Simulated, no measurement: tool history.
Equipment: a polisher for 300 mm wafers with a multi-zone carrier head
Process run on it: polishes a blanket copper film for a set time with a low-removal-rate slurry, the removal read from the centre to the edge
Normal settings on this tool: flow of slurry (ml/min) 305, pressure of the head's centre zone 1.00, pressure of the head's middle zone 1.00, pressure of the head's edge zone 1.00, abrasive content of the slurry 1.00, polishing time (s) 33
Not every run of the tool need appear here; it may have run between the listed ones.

run	hour	flow of slurry (ml/min)	pressure of the head's centre zone	pressure of the head's middle zone	pressure of the head's edge zone	abrasive content of the slurry	polishing time (s)	incoming thickness of the incoming film, nm	film removed at the wafer's centre (Å)	film removed at mid-radius (Å)	film removed at the wafer's edge (Å)
1	0.0	340	1.00	1.00	1.00	1.00	41	1548.8	912	922	928
2	61.5	340	1.00	1.00	1.00	1.00	41	1510.6	897	920	950
3	133.2	305	0.93	1.00	1.00	1.00	33	1531.2	675	727	750
# hour 155.0: centre zone pressure recalibrated
4	183.8	305	1.00	1.00	1.00	1.00	33	1517.7	726	728	751
5	210.5	305	0.90	1.12	1.00	0.75	27	1509.7	514	629	579
6	279.9	305	1.00	1.00	1.00	1.00	33	1510.2	726	736	737
# hour 300.7: worn pad replaced by a new one
7	351.2	305	0.95	1.00	1.00	1.00	33	1506.0	692	736	754
8	395.4	305	1.00	1.00	1.00	0.85	28	1511.9	592	607	614
9	424.7	305	0.93	1.00	1.00	1.00	44	1528.6	898	971	1004
# hour 427.7: slurry nozzle cleaned
10	464.6	305	1.00	1.00	1.00	1.00	33	1491.7	727	725	751
# hour 481.6: edge zone pressure recalibrated
11	528.9	305	0.88	1.00	0.90	1.00	33	1534.3	644	730	700
12	594.1	355	1.05	1.00	0.88	1.00	39	1528.3	913	875	830
13	645.1	305	1.00	1.00	1.00	1.00	33	1515.4	723	732	749
# hour 659.9: worn pad replaced by a new one
14	677.5	305	1.00	1.00	1.00	1.00	33	1520.2	730	723	739
15	703.6	305	1.00	1.05	1.00	0.90	33	1494.4	705	761	733
16	740.0	345	1.00	1.09	0.93	1.00	25	1516.3	562	599	545
# hour 756.6: slurry nozzle cleaned
17	811.7	240	1.00	1.11	1.00	1.25	26	1507.1	580	623	582
18	838.7	305	0.96	1.00	1.00	1.00	33	1519.6	696	723	738
19	894.0	305	1.00	1.00	0.91	1.00	33	1532.1	722	733	713
20	964.2	305	1.00	1.00	1.00	1.00	33	1525.8	723	730	736
21	992.4	395	1.00	1.00	1.00	1.00	33	1510.6	744	745	765
# hour 1006.5: worn pad replaced by a new one
22	1024.3	305	1.04	1.03	0.93	1.00	23	1535.0	520	518	497

3 options for the next run, each taken on its own from the tool as it stands now. Forecast them:
A	1024.7	305	1.00	1.00	1.00	1.00	40	1504.1	?	?	?
B	1024.7	305	1.00	1.10	1.09	1.10	33	1504.1	?	?	?
C	1024.7	305	1.00	1.00	1.10	0.75	33	1504.1	?	?	?

run	film removed at the wafer's centre (Å)	film removed at mid-radius (Å)	film removed at the wafer's edge (Å)
A	878	896	899
B	737	813	786
C	691	706	742
Had the tool no hidden state, the same runs would have come out as:
run	film removed at the wafer's centre (Å)	film removed at mid-radius (Å)	film removed at the wafer's edge (Å)
A	878	896	899
B	737	813	786
C	691	706	742
